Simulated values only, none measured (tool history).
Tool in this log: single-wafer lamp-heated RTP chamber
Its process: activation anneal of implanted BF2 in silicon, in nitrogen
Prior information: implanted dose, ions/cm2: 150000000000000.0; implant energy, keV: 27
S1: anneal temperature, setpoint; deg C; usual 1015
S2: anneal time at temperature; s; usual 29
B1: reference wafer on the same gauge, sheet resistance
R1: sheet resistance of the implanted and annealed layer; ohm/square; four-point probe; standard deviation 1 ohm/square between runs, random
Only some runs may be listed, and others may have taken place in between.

run	hour	S1	S2	B1	R1
1	0.0	1015	29	811.16	700.74
2	24.4	1015	29	810.66	699.94
3	67.4	991	18	811.04	707.53
4	96.6	991	18	811.71	708.13
5	111.2	991	18	810.60	709.31
6	139.8	1015	29	810.89	698.41
7	168.4	1004	29	811.54	702.89
8	184.9	1004	29	810.88	702.12
9	214.8	1015	29	811.36	698.48
10	238.2	1003	39	811.25	697.64
11	271.8	1003	39	811.21	699.20
12	304.1	1015	29	810.47	698.73
13	317.1	1015	29	811.12	699.79
14	343.6	1015	29	811.39	700.50
15	363.9	1015	14	811.47	704.67
16	386.5	1029	20	810.93	700.43
17	407.1	1024	29	810.50	696.75
18	427.5	997	18	810.81	705.32
19	461.7	1006	29	810.88	699.79
20	479.6	1015	29	810.84	699.79
21	498.2	996	15	810.80	706.55
22	527.5	1015	29	810.97	699.74
23	557.4	1015	14	810.67	704.19
24	586.5	988	21	811.45	707.44
25	616.8	1042	21	811.03	697.67
26	652.3	1015	29	810.84	699.72
27	668.8	992	29	811.45	706.24
28	692.7	1002	14	810.16	708.06
29	714.0	1002	46	810.82	698.76
30	729.0	1015	29	810.95	699.51
31	742.1	998	17	811.28	704.97
32	762.0	1015	29	810.91	699.79
33	776.6	1026	43	810.57	696.26
34	790.0	1015	29	811.24	698.97
35	802.3	1015	29	810.81	700.97
36	836.9	1031	37	811.22	694.12

Taken out of this log: 6 entries between the listed runs. Where each belongs, and how the hidden state differs across it:
Run 2 -> run 3: pyrometer window cleaned and pyrometer calibrated (hour 41.4); reflector plate cleaned (hour 54.0)
  both runs share identical hidden conditions
Run 12 -> run 13: pyrometer window cleaned and pyrometer calibrated (hour 313.7)
  both runs share identical hidden conditions
Run 21 -> run 22: reflector plate cleaned (hour 527.0)
  both runs share identical hidden conditions
Run 23 -> run 24: gauge calibrated (hour 583.6)
  both runs share identical hidden conditions
Run 25 -> run 26: pyrometer window cleaned and pyrometer calibrated (hour 635.6)
  both runs share identical hidden conditions
